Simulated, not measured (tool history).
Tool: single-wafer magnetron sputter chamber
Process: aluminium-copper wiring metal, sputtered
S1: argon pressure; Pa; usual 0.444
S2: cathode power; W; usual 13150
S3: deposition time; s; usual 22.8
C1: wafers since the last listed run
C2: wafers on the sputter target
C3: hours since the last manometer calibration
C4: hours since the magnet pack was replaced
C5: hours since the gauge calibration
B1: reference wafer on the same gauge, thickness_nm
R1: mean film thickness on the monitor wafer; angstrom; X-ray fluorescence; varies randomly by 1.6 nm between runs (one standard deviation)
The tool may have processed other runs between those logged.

run,day,S1,S2,S3,C1,C2,C3,C4,C5,B1,R1
1,0.000,0.444,13150,22.8,0,2468,1996.6,5105.4,152.1,686.086,5643.08
2,0.725,0.444,13150,22.8,229,2698,2014.0,5122.8,169.5,685.929,5627.95
3,1.117,0.444,13150,24.2,124,2822,2023.4,5132.2,178.9,685.929,5998.99
4,1.400,0.444,13150,24.2,89,2912,2030.2,5139.0,185.7,685.847,5995.06
5,1.704,0.444,14700,22.8,96,3008,2037.5,5146.3,193.0,685.888,6071.26
6,2.017,0.444,14700,22.8,99,3107,2045.0,5153.8,200.5,686.169,6065.65
7,2.467,0.444,14700,22.8,142,3250,2055.8,5164.6,211.3,685.900,6075.82
8,2.821,0.444,13150,24.9,112,3362,2064.3,5173.1,219.8,685.853,6152.32
9,3.175,0.444,13150,22.8,112,3474,2072.8,5181.6,228.3,686.030,5607.69
10,3.588,0.444,13150,22.8,130,3605,2082.7,5191.5,238.2,686.204,5612.75
11,3.888,0.444,13150,22.8,95,3700,2089.9,5198.7,245.4,686.107,5644.26
12,4.267,0.444,13150,22.8,120,3820,2099.0,5207.8,254.5,685.833,5633.72
13,5.667,0.291,13150,24.2,443,4264,2132.6,5241.4,288.1,685.680,6442.95
14,6.138,0.397,11500,22.8,149,4413,2143.9,5252.7,299.4,686.281,5282.24
15,6.429,0.311,10050,19.6,92,4505,2150.9,5259.7,306.4,686.349,4374.47
# day 6.467: gauge calibrated
# day 7.129: capacitance manometer re-zeroed and calibrated
# day 7.442: magnet pack replaced
16,7.462,0.376,13150,26.8,123,4629,8.0,0.5,23.9,686.101,6830.07
17,7.725,0.576,10300,26.0,83,4712,14.3,6.8,30.2,685.682,5101.15
18,7.975,0.501,13150,22.8,79,4791,20.3,12.8,36.2,686.181,5417.21
19,8.321,0.444,15800,26.5,109,4901,28.6,21.1,44.5,686.202,7365.18
# day 8.900: sputter target and shields replaced
20,8.967,0.605,14700,24.5,99,20,44.1,36.6,60.0,685.755,6113.37
21,9.233,0.362,14200,22.8,84,105,50.5,43.0,66.4,685.867,6306.09
22,9.712,0.444,13150,22.8,151,257,62.0,54.5,77.9,686.155,5700.49
23,10.404,0.444,13150,22.8,219,476,78.6,71.1,94.5,685.610,5712.36
24,10.717,0.534,13150,22.8,99,575,86.1,78.6,102.0,686.294,5444.31
25,11.225,0.316,13150,20.2,161,736,98.3,90.8,114.2,686.040,5434.98

Measured result minus the same run's result without the hidden state. Both carry the same run-to-run variation, though not necessarily the same gauge scatter:
Hidden state at play: deposition rate above that of a new target (%); true argon pressure above the setpoint (%); gauge reads high (%).
run,R1
1,-80.48
2,-86.07
3,-95.09
4,-97.46
5,-101.33
6,-103.94
7,-108.02
8,-112.50
9,-105.38
10,-108.80
11,-111.84
12,-114.70
13,-144.18
14,-121.79
15,-102.71
16,-170.58
17,-129.35
18,-139.33
19,-193.13
20,-1.91
21,-4.29
22,-7.65
23,-13.15
24,-14.89
25,-18.71
